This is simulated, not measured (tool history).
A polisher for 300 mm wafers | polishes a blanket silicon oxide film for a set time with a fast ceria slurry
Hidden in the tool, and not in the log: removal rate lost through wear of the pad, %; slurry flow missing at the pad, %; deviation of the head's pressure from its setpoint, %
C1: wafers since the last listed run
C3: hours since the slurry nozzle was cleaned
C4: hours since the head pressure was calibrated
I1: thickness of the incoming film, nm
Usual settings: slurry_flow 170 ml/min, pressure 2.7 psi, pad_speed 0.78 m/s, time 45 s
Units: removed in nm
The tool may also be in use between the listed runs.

{"run": 1, "hour": 0.0, "slurry_flow": 170, "pressure": 2.7, "pad_speed": 0.78, "time": 45, "C1": 0, "wafers polished on this pad": 670, "C3": 356.6, "C4": 912.3, "I1": 1813.7, "removed": 481.8}
{"run": 2, "hour": 17.6, "slurry_flow": 170, "pressure": 2.7, "pad_speed": 0.78, "time": 45, "C1": 214, "wafers polished on this pad": 884, "C3": 374.2, "C4": 929.9, "I1": 1838.2, "removed": 474.1}
{"run": 3, "hour": 29.1, "slurry_flow": 170, "pressure": 2.7, "pad_speed": 0.78, "time": 45, "C1": 140, "wafers polished on this pad": 1024, "C3": 385.7, "C4": 941.4, "I1": 1867.7, "removed": 472.6}
{"hour": 47.3, "done": "worn pad replaced by a new one"}
{"run": 4, "hour": 47.8, "slurry_flow": 185, "pressure": 3.3, "pad_speed": 0.78, "time": 45, "C1": 179, "wafers polished on this pad": 5, "C3": 404.4, "C4": 960.1, "I1": 1807.7, "removed": 596.0}
{"run": 5, "hour": 57.5, "slurry_flow": 185, "pressure": 3.3, "pad_speed": 0.78, "time": 45, "C1": 118, "wafers polished on this pad": 123, "C3": 414.1, "C4": 969.8, "I1": 1855.9, "removed": 588.9}
{"run": 6, "hour": 64.3, "slurry_flow": 170, "pressure": 2.7, "pad_speed": 0.78, "time": 40, "C1": 82, "wafers polished on this pad": 206, "C3": 420.9, "C4": 976.6, "I1": 1835.1, "removed": 446.7}
{"run": 7, "hour": 76.2, "slurry_flow": 170, "pressure": 2.7, "pad_speed": 0.78, "time": 40, "C1": 144, "wafers polished on this pad": 351, "C3": 432.8, "C4": 988.5, "I1": 1843.4, "removed": 436.1}
{"run": 8, "hour": 86.8, "slurry_flow": 170, "pressure": 2.7, "pad_speed": 0.78, "time": 33, "C1": 129, "wafers polished on this pad": 480, "C3": 443.4, "C4": 999.1, "I1": 1848.8, "removed": 353.2}
{"run": 9, "hour": 95.4, "slurry_flow": 170, "pressure": 2.7, "pad_speed": 0.78, "time": 33, "C1": 104, "wafers polished on this pad": 585, "C3": 452.0, "C4": 1007.7, "I1": 1807.5, "removed": 355.8}
{"run": 10, "hour": 122.2, "slurry_flow": 170, "pressure": 2.7, "pad_speed": 0.78, "time": 33, "C1": 326, "wafers polished on this pad": 911, "C3": 478.8, "C4": 1034.5, "I1": 1867.0, "removed": 344.2}
{"run": 11, "hour": 136.1, "slurry_flow": 170, "pressure": 2.7, "pad_speed": 0.78, "time": 45, "C1": 169, "wafers polished on this pad": 1081, "C3": 492.7, "C4": 1048.4, "I1": 1863.8, "removed": 461.4}
{"run": 12, "hour": 144.6, "slurry_flow": 170, "pressure": 2.7, "pad_speed": 0.78, "time": 45, "C1": 103, "wafers polished on this pad": 1184, "C3": 501.2, "C4": 1056.9, "I1": 1857.7, "removed": 456.1}
{"hour": 159.4, "done": "worn pad replaced by a new one, of another model than before"}
{"run": 13, "hour": 159.9, "slurry_flow": 170, "pressure": 2.7, "pad_speed": 0.78, "time": 45, "C1": 137, "wafers polished on this pad": 5, "C3": 516.5, "C4": 1072.2, "I1": 1852.0, "removed": 514.4}
{"run": 14, "hour": 167.5, "slurry_flow": 170, "pressure": 2.7, "pad_speed": 0.78, "time": 45, "C1": 92, "wafers polished on this pad": 98, "C3": 524.1, "C4": 1079.8, "I1": 1830.9, "removed": 503.2}
{"run": 15, "hour": 178.2, "slurry_flow": 170, "pressure": 2.7, "pad_speed": 0.78, "time": 45, "C1": 130, "wafers polished on this pad": 228, "C3": 534.8, "C4": 1090.5, "I1": 1841.6, "removed": 492.1}
{"hour": 194.9, "done": "slurry nozzle cleaned"}
{"run": 16, "hour": 196.2, "slurry_flow": 170, "pressure": 2.7, "pad_speed": 0.78, "time": 45, "C1": 207, "wafers polished on this pad": 435, "C3": 1.3, "C4": 1108.5, "I1": 1832.5, "removed": 493.7}
{"run": 17, "hour": 202.5, "slurry_flow": 170, "pressure": 2.7, "pad_speed": 0.78, "time": 45, "C1": 76, "wafers polished on this pad": 512, "C3": 7.6, "C4": 1114.8, "I1": 1843.3, "removed": 500.8}
{"run": 18, "hour": 211.4, "slurry_flow": 170, "pressure": 2.7, "pad_speed": 0.78, "time": 45, "C1": 108, "wafers polished on this pad": 620, "C3": 16.5, "C4": 1123.7, "I1": 1843.2, "removed": 479.7}
{"hour": 225.0, "done": "head pressure recalibrated"}
{"run": 19, "hour": 228.0, "slurry_flow": 125, "pressure": 2.3, "pad_speed": 0.62, "time": 37, "C1": 177, "wafers polished on this pad": 798, "C3": 33.1, "C4": 3.0, "I1": 1849.8, "removed": 315.1}
{"run": 20, "hour": 236.1, "slurry_flow": 170, "pressure": 2.1, "pad_speed": 0.78, "time": 45, "C1": 98, "wafers polished on this pad": 897, "C3": 41.2, "C4": 11.1, "I1": 1840.8, "removed": 414.5}
{"run": 21, "hour": 248.8, "slurry_flow": 170, "pressure": 2.0, "pad_speed": 0.92, "time": 45, "C1": 154, "wafers polished on this pad": 1052, "C3": 53.9, "C4": 23.8, "I1": 1812.3, "removed": 442.5}
{"hour": 260.8, "done": "worn pad replaced by a new one"}
{"run": 22, "hour": 261.3, "slurry_flow": 170, "pressure": 2.7, "pad_speed": 0.78, "time": 29, "C1": 103, "wafers polished on this pad": 5, "C3": 66.4, "C4": 36.3, "I1": 1826.3, "removed": 326.3}
{"run": 23, "hour": 271.4, "slurry_flow": 170, "pressure": 2.7, "pad_speed": 0.78, "time": 45, "C1": 123, "wafers polished on this pad": 128, "C3": 76.5, "C4": 46.4, "I1": 1825.3, "removed": 502.2}
{"run": 24, "hour": 278.2, "slurry_flow": 170, "pressure": 2.7, "pad_speed": 0.78, "time": 45, "C1": 82, "wafers polished on this pad": 211, "C3": 83.3, "C4": 53.2, "I1": 1869.4, "removed": 505.8}
{"run": 25, "hour": 296.0, "slurry_flow": 170, "pressure": 2.7, "pad_speed": 0.78, "time": 45, "C1": 216, "wafers polished on this pad": 428, "C3": 101.1, "C4": 71.0, "I1": 1834.7, "removed": 477.0}
{"run": 26, "hour": 310.6, "slurry_flow": 170, "pressure": 2.7, "pad_speed": 0.78, "time": 45, "C1": 177, "wafers polished on this pad": 606, "C3": 115.7, "C4": 85.6, "I1": 1844.0, "removed": 470.6}
{"run": 27, "hour": 328.5, "slurry_flow": 215, "pressure": 3.6, "pad_speed": 0.66, "time": 33, "C1": 218, "wafers polished on this pad": 824, "C3": 133.6, "C4": 103.5, "I1": 1852.1, "removed": 376.0}
{"run": 28, "hour": 338.8, "slurry_flow": 170, "pressure": 2.7, "pad_speed": 0.78, "time": 45, "C1": 125, "wafers polished on this pad": 949, "C3": 143.9, "C4": 113.8, "I1": 1824.2, "removed": 464.5}
{"run": 29, "hour": 353.7, "slurry_flow": 225, "pressure": 3.0, "pad_speed": 0.78, "time": 45, "C1": 181, "wafers polished on this pad": 1131, "C3": 158.8, "C4": 128.7, "I1": 1839.1, "removed": 490.3}
{"hour": 362.7, "done": "worn pad replaced by a new one"}
{"run": 30, "hour": 363.2, "slurry_flow": 120, "pressure": 3.4, "pad_speed": 0.7, "time": 45, "C1": 67, "wafers polished on this pad": 5, "C3": 168.3, "C4": 138.2, "I1": 1819.4, "removed": 508.9}
{"run": 31, "hour": 378.7, "slurry_flow": 205, "pressure": 2.9, "pad_speed": 1.0, "time": 31, "C1": 188, "wafers polished on this pad": 194, "C3": 183.8, "C4": 153.7, "I1": 1845.5, "removed": 405.8}
{"run": 32, "hour": 396.1, "slurry_flow": 170, "pressure": 3.2, "pad_speed": 0.78, "time": 45, "C1": 211, "wafers polished on this pad": 406, "C3": 201.2, "C4": 171.1, "I1": 1849.4, "removed": 518.9}
{"run": 33, "hour": 406.1, "slurry_flow": 115, "pressure": 3.6, "pad_speed": 0.78, "time": 38, "C1": 121, "wafers polished on this pad": 528, "C3": 211.2, "C4": 181.1, "I1": 1830.9, "removed": 457.3}
{"run": 34, "hour": 420.2, "slurry_flow": 170, "pressure": 3.2, "pad_speed": 0.78, "time": 57, "C1": 171, "wafers polished on this pad": 700, "C3": 225.3, "C4": 195.2, "I1": 1850.3, "removed": 639.8}
{"run": 35, "hour": 427.9, "slurry_flow": 170, "pressure": 2.7, "pad_speed": 0.66, "time": 45, "C1": 93, "wafers polished on this pad": 794, "C3": 233.0, "C4": 202.9, "I1": 1827.8, "removed": 432.1}
{"run": 36, "hour": 444.7, "slurry_flow": 170, "pressure": 2.2, "pad_speed": 0.6, "time": 51, "C1": 204, "wafers polished on this pad": 998, "C3": 249.8, "C4": 219.7, "I1": 1837.8, "removed": 418.0}
{"hour": 459.8, "done": "worn pad replaced by a new one"}
{"run": 37, "hour": 461.9, "slurry_flow": 170, "pressure": 2.7, "pad_speed": 0.78, "time": 45, "C1": 160, "wafers polished on this pad": 26, "C3": 267.0, "C4": 236.9, "I1": 1822.8, "removed": 506.1}
{"run": 38, "hour": 474.8, "slurry_flow": 205, "pressure": 2.9, "pad_speed": 1.0, "time": 31, "C1": 157, "wafers polished on this pad": 183, "C3": 279.9, "C4": 249.8, "I1": 1844.8, "removed": 413.8}

How the hidden state differs across the entries between the runs, from the last listed run before each to the first after it:
Between runs 3 and 4: worn pad replaced by a new one (hour 47.3)
  removal rate lost through wear of the pad, %: 9.15 -> 0.323
  measured less the result without the state, removed: -47.6 -> -2.0 nm
Between runs 12 and 13: worn pad replaced by a new one, of another model than before (hour 159.4)
  removal rate lost through wear of the pad, %: 9.69 -> 0.341
  measured less the result without the state, removed: -49.0 -> -1.8 nm
Between runs 15 and 16: slurry nozzle cleaned (hour 194.9)
  removal rate lost through wear of the pad, %: 2.11 -> 3.86
  measured less the result without the state, removed: -10.7 -> -19.8 nm
Between runs 18 and 19: head pressure recalibrated (hour 225.0)
  removal rate lost through wear of the pad, %: 5.33 -> 6.93
  measured less the result without the state, removed: -27.0 -> -23.4 nm
Between runs 21 and 22: worn pad replaced by a new one (hour 260.8)
  removal rate lost through wear of the pad, %: 8.95 -> 0.911
  measured less the result without the state, removed: -43.5 -> -3.0 nm
Between runs 29 and 30: worn pad replaced by a new one (hour 362.7)
  removal rate lost through wear of the pad, %: 9.86 -> 2.37
  measured less the result without the state, removed: -53.6 -> -12.4 nm
Between runs 36 and 37: worn pad replaced by a new one (hour 459.8)
  removal rate lost through wear of the pad, %: 10.3 -> 0.209
  measured less the result without the state, removed: -47.8 -> -1.0 nm
